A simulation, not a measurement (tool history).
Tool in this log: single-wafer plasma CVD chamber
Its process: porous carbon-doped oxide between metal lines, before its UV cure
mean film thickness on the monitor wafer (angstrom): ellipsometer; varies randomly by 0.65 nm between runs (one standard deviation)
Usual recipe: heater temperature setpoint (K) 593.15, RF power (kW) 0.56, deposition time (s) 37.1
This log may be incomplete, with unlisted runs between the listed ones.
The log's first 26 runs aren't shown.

run	hour	heater temperature setpoint (K)	RF power (kW)	deposition time (s)	read-back reference wafer on the same gauge, thickness_nm	mean film thickness on the monitor wafer (angstrom)
27	2316.5	593.15	0.56	37.1	233.926	2006.03
# hour 2327.3: thermocouple changed; heater temperature recalibrated
28	2383.6	593.15	0.63	37.1	234.102	2139.68
29	2477.8	582.15	0.64	37.1	233.997	2255.83
30	2567	593.15	0.64	37.1	234.209	2142.24
31	2652.9	593.15	0.56	37.1	234.156	2002.71
32	2691.3	593.15	0.56	37.1	233.921	2007.15
33	2798.1	593.15	0.56	37.1	233.938	2007.94
34	2868	593.15	0.56	29.9	233.955	1614.77

4 options for the next run, each taken on its own from the tool as it stands now. Forecast them:
A	2868.4	593.15	0.56	37.1	?	?
B	2868.4	593.15	0.475	35	?	?
C	2868.4	584.15	0.56	37.1	?	?
D	2868.4	608.15	0.67	40.7	?	?

run	read-back reference wafer on the same gauge, thickness_nm	mean film thickness on the monitor wafer (angstrom)
A	233.978	2000.48
B	233.978	1757.34
C	233.978	2082.99
D	233.978	2232.6
Take away the tool's hidden state, keep each run's random variation, and the runs would have read:
run	mean film thickness on the monitor wafer (angstrom)
A	2058.16
B	1808.86
C	2144.36
D	2294.22
